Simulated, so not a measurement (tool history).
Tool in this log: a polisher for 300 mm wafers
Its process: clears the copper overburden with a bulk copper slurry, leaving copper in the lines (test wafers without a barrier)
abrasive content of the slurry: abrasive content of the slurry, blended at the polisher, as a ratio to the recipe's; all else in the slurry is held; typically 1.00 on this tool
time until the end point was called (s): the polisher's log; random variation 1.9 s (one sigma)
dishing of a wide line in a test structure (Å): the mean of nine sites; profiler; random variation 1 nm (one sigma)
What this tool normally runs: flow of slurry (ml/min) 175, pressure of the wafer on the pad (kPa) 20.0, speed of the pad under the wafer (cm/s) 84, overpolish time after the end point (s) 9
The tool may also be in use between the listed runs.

run    hour  flow of slurry (ml/min)  pressure of the wafer on the pad (kPa)  speed of the pad under the wafer (cm/s)  abrasive content of the slurry  overpolish time after the end point (s)  incoming thickness of the incoming film, nm  time until the end point was called (s)  dishing of a wide line in a test structure (Å)
  1     0.0                      175                                    20.0                                       84                            1.00                                        9                                       1120.9                                    126.9                                             506
       18.2  -- slurry blender recalibrated
  2    47.8                      175                                    20.0                                       84                            1.00                                        9                                       1095.7                                    114.3                                             550
  3   143.9                      175                                    20.0                                       84                            1.00                                        9                                       1109.3                                    114.0                                             545
  4   216.6                      175                                    20.0                                       84                            1.00                                        9                                       1106.1                                    115.1                                             536
  5   304.7                      175                                    20.0                                       84                            1.00                                       13                                       1088.7                                    120.0                                             715
  6   348.1                      175                                    20.0                                       84                            1.00                                       13                                       1100.3                                    119.2                                             707
      359.6  -- slurry nozzle cleaned
      420.1  -- worn pad replaced by a new one
  7   427.9                      175                                    20.0                                       62                            1.00                                        7                                       1120.3                                    159.9                                             328
  8   515.9                      155                                    22.8                                       74                            1.00                                        7                                       1114.7                                    125.8                                             412
  9   608.2                      175                                    20.0                                       84                            1.00                                        9                                       1105.5                                    126.6                                             508
      679.9  -- slurry blender recalibrated
 10   694.1                      190                                    14.5                                      112                            1.30                                        9                                       1115.2                                    115.7                                             520
 11   753.8                      210                                    15.2                                       84                            1.00                                        5                                       1115.5                                    154.6                                             258
 12   789.8                      175                                    20.0                                      108                            1.00                                       11                                       1084.2                                     93.0                                             753
      824.6  -- head pressure recalibrated
 13   885.7                      135                                    20.0                                       84                            1.00                                        9                                       1106.3                                    120.9                                             513
 14   928.8                      175                                    20.0                                       94                            1.25                                        9                                       1100.9                                    100.2                                             617
      970.6  -- slurry nozzle cleaned
 15  1022.9                      175                                    14.5                                       84                            1.00                                        9                                       1114.4                                    168.5                                             383
     1070.7  -- worn pad replaced by a new one
 16  1075.8                      145                                    20.0                                       84                            0.80                                        5                                       1122.5                                    130.7                                             297
 17  1152.7                      175                                    20.0                                       84                            1.00                                       11                                       1104.6                                    122.2                                             596
 18  1227.9                      175                                    20.0                                       84                            1.00                                        9                                       1093.3                                    124.4                                             498
     1312.1  -- slurry blender recalibrated
 19  1324.6                      175                                    20.0                                       84                            1.00                                        9                                       1114.1                                    118.1                                             565
 20  1398.4                      210                                    15.2                                       84                            1.00                                        5                                       1117.2                                    150.0                                             257
 21  1503.5                      175                                    20.0                                       94                            1.00                                       11                                       1107.6                                    108.3                                             674
     1595.6  -- slurry nozzle cleaned
     1638.8  -- worn pad replaced by a new one
 22  1793.2                      175                                    20.0                                       84                            1.00                                        9                                       1126.8                                    122.6                                             502
 23  1836.2                      130                                    22.1                                       84                            1.00                                        9                                       1091.5                                    118.6                                             555
 24  1936.2                      145                                    13.1                                       84                            1.00                                        9                                       1098.5                                    207.2                                             342
     1957.3  -- slurry blender recalibrated
 25  1972.5                      145                                    20.0                                       84                            0.80                                        5                                       1100.2                                    127.7                                             304
 26  2056.7                      175                                    24.1                                       74                            1.00                                        9                                       1108.7                                    109.0                                             586
     2094.5  -- head pressure recalibrated
 27  2135.5                      175                                    20.0                                       84                            0.80                                        6                                       1106.3                                    125.0                                             374

Consider 5 possible next runs. They are alternatives, not a sequence: every one starts from the tool as it was left by run 27. What does each give?
  A  2136.0                      175                                    20.0                                       84                            1.00                                        9                                       1126.8                                        ?                                               ?
  B  2136.0                      160                                    20.0                                       84                            1.00                                       10                                       1126.8                                        ?                                               ?
  C  2136.0                      120                                    20.0                                       84                            1.00                                        9                                       1126.8                                        ?                                               ?
  D  2136.0                      160                                    20.0                                       84                            1.00                                        9                                       1126.8                                        ?                                               ?
  E  2136.0                      220                                    20.0                                       84                            1.00                                        9                                       1126.8                                        ?                                               ?

run  time until the end point was called (s)  dishing of a wide line in a test structure (Å)
  A                                    123.4                                             540
  B                                    125.1                                             582
  C                                    131.8                                             511
  D                                    125.1                                             534
  E                                    119.8                                             554
Without the tool's hidden state the same runs would have given:
run  time until the end point was called (s)  dishing of a wide line in a test structure (Å)
  A                                    122.1                                             545
  B                                    123.8                                             588
  C                                    130.3                                             516
  D                                    123.8                                             539
  E                                    118.4                                             559
